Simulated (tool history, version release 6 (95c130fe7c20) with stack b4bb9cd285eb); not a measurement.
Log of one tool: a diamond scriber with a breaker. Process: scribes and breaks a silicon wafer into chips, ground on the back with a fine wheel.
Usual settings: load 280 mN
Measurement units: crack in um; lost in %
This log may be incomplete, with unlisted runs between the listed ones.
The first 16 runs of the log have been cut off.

run	hour	load	wafers since the last listed run	hours since the diamond tip was replaced	hours since the load on the tip was calibrated	incoming depth of the damage left on the back of the incoming wafer, um	crack	lost
# hour 681.6: load on the tip recalibrated
17	685.7	246	100	107.4	4.1	1.80	9.97	1.95
18	710.2	246	83	131.9	28.6	2.92	9.85	4.23
19	763.2	255	180	184.9	81.6	2.76	10.08	3.46
20	814.3	246	174	236.0	132.7	1.99	9.44	2.28
21	846.8	308	110	268.5	165.2	1.93	10.87	1.30
22	901.1	225	185	322.8	219.5	1.72	9.29	2.99
23	965.8	328	220	387.5	284.2	2.94	11.07	2.76
24	1014.0	322	164	435.7	332.4	2.72	10.87	2.45
25	1072.5	205	199	494.2	390.9	1.68	8.70	5.06
# hour 1078.9: diamond tip replaced by a new one
26	1104.4	211	102	25.5	422.8	2.40	9.22	4.07
27	1141.4	237	126	62.5	459.8	1.87	9.76	1.78
28	1201.9	223	206	123.0	520.3	2.82	9.46	4.60
29	1238.8	363	125	159.9	557.2	2.06	11.99	2.40
30	1273.3	313	117	194.4	591.7	2.83	10.97	2.52
31	1314.1	309	139	235.2	632.5	2.52	10.96	2.11
32	1349.4	280	120	270.5	667.8	2.88	10.36	2.93
33	1382.6	280	113	303.7	701.0	2.32	10.67	1.85
34	1412.9	280	103	334.0	731.3	1.63	10.25	1.06
35	1460.7	254	163	381.8	779.1	1.95	9.84	1.97
# hour 1497.6: diamond tip replaced by a new one
36	1510.2	257	162	12.6	828.6	2.91	10.24	3.04
37	1575.2	258	221	77.6	893.6	2.85	10.48	3.07
38	1629.1	242	183	131.5	947.5	1.77	9.86	1.56
39	1679.7	280	172	182.1	998.1	2.96	10.69	3.07
40	1714.5	280	118	216.9	1032.9	2.71	10.39	2.36

Consider 5 possible next runs. They are alternatives, not a sequence: every one starts from the tool as it was left by run 40. What does each give?
A	1715.1	280	2	217.5	1033.5	1.61	?	?
B	1715.1	345	2	217.5	1033.5	1.61	?	?
C	1715.1	332	2	217.5	1033.5	1.61	?	?
D	1715.1	333	2	217.5	1033.5	1.61	?	?
E	1715.1	342	2	217.5	1033.5	1.61	?	?

run	crack	lost
A	10.48	1.05
B	11.63	1.90
C	11.40	1.60
D	11.42	1.62
E	11.58	1.83
With the hidden condition removed and each run's random variation left untouched, the same runs would have given:
run	crack	lost
A	10.47	1.06
B	11.62	1.88
C	11.39	1.59
D	11.41	1.61
E	11.57	1.81

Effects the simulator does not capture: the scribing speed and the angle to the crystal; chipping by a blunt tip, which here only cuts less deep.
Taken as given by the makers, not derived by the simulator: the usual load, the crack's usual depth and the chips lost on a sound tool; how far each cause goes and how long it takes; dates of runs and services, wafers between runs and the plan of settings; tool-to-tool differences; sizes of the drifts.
